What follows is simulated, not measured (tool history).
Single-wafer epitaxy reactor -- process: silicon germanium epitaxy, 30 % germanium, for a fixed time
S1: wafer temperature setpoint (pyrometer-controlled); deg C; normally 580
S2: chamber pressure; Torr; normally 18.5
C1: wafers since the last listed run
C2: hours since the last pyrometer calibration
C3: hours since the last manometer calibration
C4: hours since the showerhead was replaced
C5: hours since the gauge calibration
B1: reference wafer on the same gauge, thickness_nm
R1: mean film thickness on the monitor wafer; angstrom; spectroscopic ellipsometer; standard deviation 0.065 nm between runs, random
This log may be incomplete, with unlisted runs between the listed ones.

run,day,S1,S2,C1,C2,C3,C4,C5,B1,R1
1,0.000,580,18.5,0,1595.7,2368.9,3440.7,27.1,36.805,402.59
2,0.800,580,18.5,232,1614.9,2388.1,3459.9,46.3,36.795,403.76
3,1.675,573,18.5,254,1635.9,2409.1,3480.9,67.3,36.813,344.71
4,2.871,587,18.5,347,1664.6,2437.8,3509.6,96.0,36.795,469.42
5,3.429,587,18.5,162,1678.0,2451.2,3523.0,109.4,36.796,468.81
6,7.746,580,22.2,1253,1781.6,2554.8,3626.6,213.0,36.780,426.32
7,9.021,580,22.2,370,1812.2,2585.4,3657.2,243.6,36.783,427.02
# day 10.375: capacitance manometer re-zeroed and calibrated
# day 10.704: pyrometer calibrated
8,10.725,580,18.5,302,0.5,8.4,3698.1,284.5,36.806,429.56
# day 11.183: showerhead replaced
9,11.683,575,21.8,181,23.5,31.4,12.0,307.5,36.815,405.42
# day 12.275: gauge calibrated
10,12.658,580,14.5,283,46.9,54.8,35.4,9.2,36.786,396.67
11,13.950,580,18.5,374,77.9,85.8,66.4,40.2,36.800,427.68
12,14.612,570,14.3,192,93.8,101.7,82.3,56.1,36.809,315.34
13,15.892,573,14.4,371,124.5,132.4,113.0,86.8,36.786,338.04
14,16.996,589,18.5,320,151.0,158.9,139.5,113.3,36.794,513.74
15,17.629,587,18.5,183,166.2,174.1,154.7,128.5,36.785,493.31
16,18.417,575,21.4,228,185.1,193.0,173.6,147.4,36.803,395.74
17,19.338,567,21.3,267,207.2,215.1,195.7,169.5,36.798,330.05

Predict each of these 3 candidate next runs independently; none follows another, all start after run 17:
A,19.354,568,18.5,4,207.6,215.5,196.1,169.9,?,?
B,19.354,580,15.7,4,207.6,215.5,196.1,169.9,?,?
C,19.354,580,20.2,4,207.6,215.5,196.1,169.9,?,?

run,B1,R1
A,36.795,322.50
B,36.795,400.28
C,36.795,432.98
Take away the tool's hidden state, keep each run's random variation, and the runs would have read:
run,R1
A,329.78
B,409.03
C,442.44
